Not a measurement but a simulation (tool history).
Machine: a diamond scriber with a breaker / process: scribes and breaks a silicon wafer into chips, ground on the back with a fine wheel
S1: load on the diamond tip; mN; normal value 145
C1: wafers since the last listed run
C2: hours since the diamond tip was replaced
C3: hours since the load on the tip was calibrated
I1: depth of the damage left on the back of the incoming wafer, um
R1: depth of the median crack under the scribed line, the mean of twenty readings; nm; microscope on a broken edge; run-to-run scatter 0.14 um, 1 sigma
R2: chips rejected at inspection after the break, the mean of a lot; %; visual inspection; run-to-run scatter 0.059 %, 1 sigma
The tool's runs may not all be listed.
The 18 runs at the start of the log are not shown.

| run | hour | S1 | C1 | C2 | C3 | I1 | R1 | R2 |
|---|---|---|---|---|---|---|---|---|
| 19 | 948.5 | 145 | 297 | 600.9 | 1853.8 | 2.19 | 8210 | 2.85 |
| 20 | 1013.7 | 175 | 359 | 666.1 | 1919 | 2.16 | 9750 | 2.78 |
|  | 1034 | diamond tip replaced by a new one |
| 21 | 1126.9 | 145 | 613 | 92.9 | 2032.2 | 1.83 | 8180 | 2.76 |
| 22 | 1191.2 | 174 | 354 | 157.2 | 2096.5 | 1.64 | 9180 | 1.71 |
|  | 1207.6 | load on the tip recalibrated |
| 23 | 1216.7 | 116 | 129 | 182.7 | 9.1 | 1.76 | 7010 | 10.4 |
| 24 | 1252.4 | 123 | 196 | 218.4 | 44.8 | 2.66 | 7170 | 8.77 |
| 25 | 1302.4 | 127 | 275 | 268.4 | 94.8 | 2.38 | 7660 | 5.85 |
| 26 | 1336.3 | 119 | 187 | 302.3 | 128.7 | 1.65 | 6980 | 9.03 |
| 27 | 1386 | 180 | 274 | 352 | 178.4 | 1.84 | 10630 | 6.43 |
| 28 | 1448.1 | 186 | 342 | 414.1 | 240.5 | 2.29 | 10900 | 9.14 |
| 29 | 1488 | 171 | 220 | 454 | 280.4 | 2.37 | 10280 | 4.91 |
| 30 | 1525.5 | 182 | 206 | 491.5 | 317.9 | 1.93 | 10930 | 7.05 |
| 31 | 1558.1 | 112 | 179 | 524.1 | 350.5 | 1.59 | 6940 | 13.11 |
| 32 | 1600.1 | 173 | 231 | 566.1 | 392.5 | 2.15 | 10420 | 4.87 |
| 33 | 1639.8 | 176 | 218 | 605.8 | 432.2 | 2.22 | 10440 | 6.27 |
| 34 | 1674.7 | 134 | 192 | 640.7 | 467.1 | 1.58 | 8140 | 2.36 |
| 35 | 1708.6 | 145 | 187 | 674.6 | 501 | 2.23 | 8570 | 1.81 |

Run 36, settings as shown, results not yet in. Your forecast:
|  | 1724.8 | diamond tip replaced by a new one |
| 36 | 1750.2 | 183 | 218 | 25.4 | 542.6 | 1.74 | ? | ? |

Run 36 gave R1 11040 nm, R2 7.25 %.
Without the tool's hidden state the same run would have given R1 11200 nm, R2 8.21 %.

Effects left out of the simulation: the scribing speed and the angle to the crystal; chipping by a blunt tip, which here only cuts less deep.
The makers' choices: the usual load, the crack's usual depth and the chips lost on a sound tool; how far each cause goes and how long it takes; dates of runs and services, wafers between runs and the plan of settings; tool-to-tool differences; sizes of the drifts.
